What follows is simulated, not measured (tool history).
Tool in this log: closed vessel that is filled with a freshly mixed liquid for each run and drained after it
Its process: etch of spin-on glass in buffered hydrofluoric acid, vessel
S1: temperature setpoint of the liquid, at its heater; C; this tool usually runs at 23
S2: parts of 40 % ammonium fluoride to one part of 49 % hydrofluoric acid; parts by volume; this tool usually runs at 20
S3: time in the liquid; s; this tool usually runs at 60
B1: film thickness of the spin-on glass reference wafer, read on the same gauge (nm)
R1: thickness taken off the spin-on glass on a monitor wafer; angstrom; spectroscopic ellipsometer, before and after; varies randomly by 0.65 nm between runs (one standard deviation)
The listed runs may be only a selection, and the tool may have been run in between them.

run     day    S1    S2  S3     B1      R1
  1       0    23    15  60  49.99    1474
  2   0.575    23    20  60     50    1111
  3   0.933    23    20  60  49.99  1114.4
  4   1.254    23    20  60     50    1115
  5   1.538    23    20  70  49.97  1315.3
  6   2.083    23    20  70     50  1315.4
  7   2.775    23    20  70  50.02  1315.2
  8   3.429  21.5    20  60  49.99    1074
  9   3.696    23    20  60     50  1146.8
      3.888  -- thermometer replaced
 10   3.954    23    20  60  50.01  1011.1
 11   4.329    23    20  60  50.03  1008.3
 12    5.05    27    20  60  50.02  1245.2
      5.417  -- gauge calibrated
 13   5.575  21.5    23  95  50.02  1305.5
 14   6.238    23    20  60  49.99  1020.7
 15   6.679    23    20  95  50.03    1629
 16   7.054    23  26.5  60  50.02   817.5
 17   7.346    19  13.5  35  50.01   709.2
      7.654  -- hydrofluoric acid flow meter replaced
 18   8.504  19.5  22.5  60     50   695.9
 19   9.012    23    20  60     50   932.5
 20   9.496  19.5    26  30  49.97   317.5
 21   9.946  20.5    20  75  49.99  1019.1
 22  10.325    23    20  60  49.98   933.6

Here are 4 independent what-if runs from the current tool condition. What would each one return?
  A  10.354  23  20  60   ?   ?
  B  10.354  23  20  75   ?   ?
  C  10.354  23  27  90   ?   ?
  D  10.354  23  20  45   ?   ?

run     B1      R1
  A  49.99     937
  B  49.99  1171.3
  C  49.99  1136.2
  D  49.99   702.8
What these runs would have given with no unlogged condition in the tool:
run      R1
  A   881.1
  B  1101.4
  C  1074.9
  D   660.9
